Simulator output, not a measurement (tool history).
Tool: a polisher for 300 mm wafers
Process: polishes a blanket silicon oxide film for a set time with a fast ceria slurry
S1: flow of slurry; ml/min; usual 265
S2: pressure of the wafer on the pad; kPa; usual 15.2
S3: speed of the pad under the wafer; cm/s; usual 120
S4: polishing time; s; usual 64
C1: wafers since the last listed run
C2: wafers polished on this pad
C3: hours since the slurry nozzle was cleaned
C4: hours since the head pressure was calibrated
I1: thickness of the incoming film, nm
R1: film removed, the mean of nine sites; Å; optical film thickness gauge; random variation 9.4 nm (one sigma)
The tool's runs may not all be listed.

| run | hour | S1 | S2 | S3 | S4 | C1 | C2 | C3 | C4 | I1 | R1 |
|---|---|---|---|---|---|---|---|---|---|---|---|
| 1 | 0.0 | 265 | 15.2 | 120 | 64 | 0 | 1722 | 62.4 | 345.5 | 3869.0 | 7914 |
|  | 16.4 | worn pad replaced by a new one |
| 2 | 46.7 | 265 | 15.2 | 120 | 64 | 251 | 178 | 109.1 | 392.2 | 3927.6 | 8182 |
| 3 | 95.2 | 265 | 15.2 | 120 | 78 | 285 | 464 | 157.6 | 440.7 | 3843.0 | 10187 |
|  | 110.8 | head pressure recalibrated |
| 4 | 128.3 | 265 | 15.2 | 120 | 64 | 183 | 647 | 190.7 | 17.5 | 3903.5 | 7370 |
| 5 | 158.8 | 300 | 15.2 | 120 | 64 | 179 | 827 | 221.2 | 48.0 | 3909.4 | 7393 |
|  | 238.8 | slurry nozzle cleaned |
| 6 | 292.3 | 265 | 15.2 | 120 | 64 | 781 | 1608 | 53.5 | 181.5 | 3860.0 | 7589 |
|  | 332.2 | worn pad replaced by a new one |
| 7 | 348.2 | 265 | 15.2 | 120 | 64 | 306 | 94 | 109.4 | 237.4 | 3899.3 | 7798 |
| 8 | 380.2 | 265 | 15.2 | 120 | 73 | 188 | 283 | 141.4 | 269.4 | 3943.9 | 8970 |
| 9 | 435.7 | 265 | 15.2 | 120 | 73 | 327 | 610 | 196.9 | 324.9 | 3867.3 | 8758 |
| 10 | 491.3 | 265 | 15.2 | 120 | 73 | 327 | 938 | 252.5 | 380.5 | 3891.1 | 8809 |
| 11 | 540.4 | 265 | 18.6 | 120 | 64 | 289 | 1227 | 301.6 | 429.6 | 3862.1 | 9579 |
|  | 585.9 | slurry nozzle cleaned |
|  | 589.0 | head pressure recalibrated |
| 12 | 593.9 | 265 | 18.6 | 120 | 64 | 297 | 1525 | 8.0 | 4.9 | 3881.0 | 9458 |
| 13 | 652.9 | 265 | 15.2 | 120 | 64 | 347 | 1873 | 67.0 | 63.9 | 3843.6 | 7581 |
|  | 658.8 | worn pad replaced by a new one |
| 14 | 774.6 | 265 | 15.2 | 120 | 64 | 693 | 682 | 188.7 | 185.6 | 3865.6 | 7630 |
| 15 | 829.6 | 265 | 15.2 | 120 | 64 | 324 | 1007 | 243.7 | 240.6 | 3851.1 | 7732 |
| 16 | 879.4 | 265 | 15.2 | 120 | 76 | 293 | 1300 | 293.5 | 290.4 | 3934.1 | 9105 |
| 17 | 909.6 | 230 | 15.2 | 120 | 85 | 178 | 1478 | 323.7 | 320.6 | 3853.9 | 9851 |
|  | 913.0 | slurry nozzle cleaned |
|  | 953.1 | worn pad replaced by a new one |
| 18 | 975.5 | 265 | 15.2 | 120 | 55 | 359 | 132 | 62.5 | 386.5 | 3895.3 | 6996 |
| 19 | 1012.1 | 265 | 15.2 | 144 | 64 | 215 | 348 | 99.1 | 423.1 | 3827.3 | 9315 |
| 20 | 1068.9 | 205 | 15.2 | 120 | 55 | 334 | 683 | 155.9 | 479.9 | 3866.8 | 6906 |
|  | 1114.3 | head pressure recalibrated |
| 21 | 1129.1 | 265 | 15.2 | 120 | 64 | 343 | 1026 | 216.1 | 14.8 | 3968.6 | 7792 |
| 22 | 1158.8 | 345 | 15.2 | 162 | 64 | 175 | 1201 | 245.8 | 44.5 | 3871.9 | 9430 |
|  | 1219.8 | worn pad replaced by a new one |
| 23 | 1220.3 | 205 | 15.2 | 152 | 85 | 339 | 3 | 307.3 | 106.0 | 3850.9 | 11227 |
| 24 | 1241.9 | 265 | 15.2 | 120 | 64 | 127 | 130 | 328.9 | 127.6 | 3825.5 | 7479 |
|  | 1252.1 | slurry nozzle cleaned |
| 25 | 1281.6 | 190 | 20.0 | 120 | 64 | 228 | 358 | 29.5 | 167.3 | 3915.9 | 10125 |
| 26 | 1337.9 | 265 | 12.4 | 120 | 64 | 331 | 690 | 85.8 | 223.6 | 3875.0 | 6315 |
| 27 | 1394.0 | 265 | 15.2 | 120 | 64 | 330 | 1021 | 141.9 | 279.7 | 3900.4 | 7992 |
| 28 | 1422.1 | 235 | 11.7 | 82 | 64 | 165 | 1186 | 170.0 | 307.8 | 3949.0 | 4980 |
| 29 | 1489.1 | 265 | 11.7 | 120 | 64 | 395 | 1582 | 237.0 | 374.8 | 3823.0 | 6174 |
| 30 | 1526.4 | 265 | 12.4 | 94 | 64 | 219 | 1801 | 274.3 | 412.1 | 3885.4 | 5700 |

3 ways to go on from here, each from the tool as it stands after run 30. What would each give?
| A | 1526.8 | 210 | 15.2 | 120 | 64 | 2 | 1804 | 274.7 | 412.5 | 3892.9 | ? |
| B | 1526.8 | 320 | 20.0 | 120 | 64 | 2 | 1804 | 274.7 | 412.5 | 3892.9 | ? |
| C | 1526.8 | 265 | 15.2 | 80 | 55 | 2 | 1804 | 274.7 | 412.5 | 3892.9 | ? |

| run | R1 |
|---|---|
| A | 7883 |
| B | 10816 |
| C | 5545 |
Without the tool's hidden state the same runs would have given:
| run | R1 |
|---|---|
| A | 7501 |
| B | 10196 |
| C | 5249 |
